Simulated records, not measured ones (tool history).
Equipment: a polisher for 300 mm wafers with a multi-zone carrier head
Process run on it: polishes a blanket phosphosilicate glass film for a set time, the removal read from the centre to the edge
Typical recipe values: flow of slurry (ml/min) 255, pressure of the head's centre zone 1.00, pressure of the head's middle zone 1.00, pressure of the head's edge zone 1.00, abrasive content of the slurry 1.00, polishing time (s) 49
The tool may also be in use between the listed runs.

run,hour,flow of slurry (ml/min),pressure of the head's centre zone,pressure of the head's middle zone,pressure of the head's edge zone,abrasive content of the slurry,polishing time (s),wafers since the last listed run,wafers polished on this pad,hours since the slurry nozzle was cleaned,hours since the centre zone pressure was calibrated,hours since the edge zone pressure was calibrated,hours since the carrier head's membrane was replaced,"incoming thickness of the incoming film, nm",film removed at the wafer's centre (angstrom),film removed at mid-radius (angstrom),film removed at the wafer's edge (angstrom)
1,0.0,255,1.00,1.00,1.00,1.00,49,0,76,455.7,781.6,1188.9,1943.4,3765.5,3987,4353,4335
2,11.5,255,1.00,1.00,1.00,1.00,49,123,199,467.2,793.1,1200.4,1954.9,3682.8,3843,4319,4239
# hour 61.2: carrier head's membrane replaced by a new one
3,65.2,195,1.00,1.00,0.95,1.00,49,520,720,520.9,846.8,1254.1,4.0,3752.9,3651,4071,3973
# hour 76.3: worn pad replaced by a new one
4,76.8,195,1.00,1.00,0.95,1.00,49,81,5,532.5,858.4,1265.7,15.6,3803.4,3959,4365,4207
5,81.1,255,1.00,1.00,1.00,0.80,61,46,51,536.8,862.7,1270.0,19.9,3689.3,4579,4982,4915
6,89.4,255,1.00,1.00,1.00,1.00,49,88,140,545.1,871.0,1278.3,28.2,3688.3,3945,4319,4244
7,96.1,255,1.00,1.00,1.00,1.00,49,71,212,551.8,877.7,1285.0,34.9,3763.9,3780,4280,4178
8,103.1,300,1.04,1.00,1.00,1.00,32,74,286,558.8,884.7,1292.0,41.9,3743.5,2609,2757,2762
# hour 114.4: edge zone pressure recalibrated
9,114.9,255,1.00,1.03,1.00,1.00,49,104,391,570.6,896.5,0.5,53.7,3762.2,3794,4303,4129
10,127.8,255,0.94,1.00,1.10,1.00,49,138,529,583.5,909.4,13.4,66.6,3803.7,3574,4173,4266
# hour 145.2: worn pad replaced by a new one
11,146.0,170,1.00,1.00,1.00,1.00,49,151,8,601.7,927.6,31.6,84.8,3720.5,3854,4358,4306
# hour 164.3: slurry nozzle cleaned
12,164.8,255,1.00,1.00,1.00,1.00,49,190,198,0.5,946.4,50.4,103.6,3800.1,3774,4299,4219
13,171.5,255,1.00,1.00,0.91,1.25,49,71,270,7.2,953.1,57.1,110.3,3697.8,4133,4602,4341
# hour 173.7: centre zone pressure recalibrated
14,178.8,255,1.11,1.08,1.00,1.00,49,56,327,14.5,5.1,64.4,117.6,3719.4,4730,4480,4129
# hour 222.4: worn pad replaced by a new one
15,224.4,255,1.00,1.00,1.00,1.00,49,445,21,60.1,50.7,110.0,163.2,3774.1,4489,4467,4404
16,236.3,255,0.91,1.00,1.00,0.70,49,127,148,72.0,62.6,121.9,175.1,3666.6,3489,3759,3689
17,250.2,255,1.00,1.00,1.00,1.00,49,148,297,85.9,76.5,135.8,189.0,3777.3,4182,4213,4135
18,264.1,205,1.12,1.00,1.00,1.00,49,148,445,99.8,90.4,149.7,202.9,3696.4,4572,4081,4084
19,271.6,330,1.00,1.00,1.00,1.00,49,80,526,107.3,97.9,157.2,210.4,3712.5,4283,4269,4082
# hour 290.2: worn pad replaced by a new one
20,290.7,255,1.00,0.90,1.04,1.00,49,161,5,126.4,117.0,176.3,229.5,3732.4,4346,4089,4425
21,301.5,255,0.92,1.00,1.00,0.85,49,115,121,137.2,127.8,187.1,240.3,3778.1,3789,4079,4027

What was the tool's hidden state at every run in the log?
slurry flow missing at the pad, %: 0 across all the runs
deviation of the edge zone's pressure from its setpoint, %: 0 across all the runs
H1: removal rate lost through wear of the pad, %
H2: deviation of the centre zone's pressure from its setpoint, %
run,H1,H2
1,2.12,-10.3
2,4.25,-10.4
3,7.4,-11
4,0.539,-11.2
5,1.74,-11.2
6,3.53,-11.3
7,4.6,-11.4
8,5.44,-11.5
9,6.41,-11.6
10,7.05,-11.8
11,0.419,-12
12,4.37,-12.2
13,5.19,-12.3
14,5.86,0.847
15,1.09,0.295
16,3.79,0.151
17,5.66,-0.0169
18,6.72,-0.185
19,7.09,-0.276
20,1.13,-0.507
21,3.79,-0.637

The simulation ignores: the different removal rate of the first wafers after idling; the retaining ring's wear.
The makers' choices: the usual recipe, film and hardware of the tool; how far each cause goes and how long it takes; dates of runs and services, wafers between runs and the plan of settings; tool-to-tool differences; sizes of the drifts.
